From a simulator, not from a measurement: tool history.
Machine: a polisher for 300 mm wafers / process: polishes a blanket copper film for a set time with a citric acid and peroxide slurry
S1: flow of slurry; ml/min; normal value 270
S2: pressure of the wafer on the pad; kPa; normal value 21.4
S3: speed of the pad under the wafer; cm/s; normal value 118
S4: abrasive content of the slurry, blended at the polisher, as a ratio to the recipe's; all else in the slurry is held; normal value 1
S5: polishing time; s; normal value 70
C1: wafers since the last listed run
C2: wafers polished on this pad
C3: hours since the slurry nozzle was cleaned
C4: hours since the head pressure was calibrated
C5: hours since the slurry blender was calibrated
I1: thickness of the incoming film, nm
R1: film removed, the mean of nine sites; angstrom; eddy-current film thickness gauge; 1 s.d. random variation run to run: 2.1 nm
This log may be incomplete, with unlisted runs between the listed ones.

run,hour,S1,S2,S3,S4,S5,C1,C2,C3,C4,C5,I1,R1
1,0,270,21.4,118,1,70,0,102,222.7,519.4,467.2,1179.9,1937
2,17.2,270,21.4,130,1,64,233,335,239.9,536.6,484.4,1167.5,1886
3,25.5,270,21.4,130,1,64,112,448,248.2,544.9,492.7,1180.5,1835
4,38.4,270,21.4,118,1,62,174,622,261.1,557.8,505.6,1177.9,1605
5,46.5,270,21.4,118,1,62,109,732,269.2,565.9,513.7,1167.5,1613
6,57.7,270,21.4,118,1,70,151,884,280.4,577.1,524.9,1172.7,1769
# hour 65.3: slurry blender recalibrated
7,66.8,270,21.4,118,1,70,96,980,289.5,586.2,1.5,1161.8,1761
# hour 69.9: slurry nozzle cleaned
# hour 73.6: worn pad replaced by a new one
# hour 81: head pressure recalibrated
8,84.1,270,21.4,118,1,70,143,115,14.2,3.1,18.8,1157.9,1939
9,96.2,300,26.9,158,1,70,163,279,26.3,15.2,30.9,1188.5,3191
10,109.6,270,21.4,118,1,70,181,461,39.7,28.6,44.3,1170.9,1838
11,125.7,270,26.9,88,1.1,70,218,679,55.8,44.7,60.4,1152.2,1736
12,135.5,200,23.4,154,1,58,132,812,65.6,54.5,70.2,1166.9,2075
13,148.1,235,21.4,118,1,60,170,983,78.2,67.1,82.8,1167.8,1501
# hour 152.3: worn pad replaced by a new one
14,159,270,21.4,118,1,70,93,91,89.1,78,93.7,1171.6,1986
15,166.8,245,21.4,88,0.85,81,105,196,96.9,85.8,101.5,1167.1,1607
16,175.3,235,21.4,88,0.85,81,115,312,105.4,94.3,110,1157.3,1580
17,191.1,270,21.4,118,1,70,214,526,121.2,110.1,125.8,1174.3,1851

Hidden state at the last listed run before each entry between runs and at the first one after, where it differs:
Runs 6 to 7: slurry blender recalibrated (hour 65.3)
  removal rate lost through wear of the pad, %: 13.5 -> 13.8
  what was measured, less what the result would be without the hidden state, R1: -274 -> -281 angstrom
Runs 7 to 8: slurry nozzle cleaned (hour 69.9); worn pad replaced by a new one (hour 73.6); head pressure recalibrated (hour 81)
  removal rate lost through wear of the pad, %: 13.8 -> 5.53
  what was measured, less what the result would be without the hidden state, R1: -281 -> -114 angstrom
Runs 13 to 14: worn pad replaced by a new one (hour 152.3)
  removal rate lost through wear of the pad, %: 13.2 -> 3.13
  what was measured, less what the result would be without the hidden state, R1: -229 -> -64 angstrom
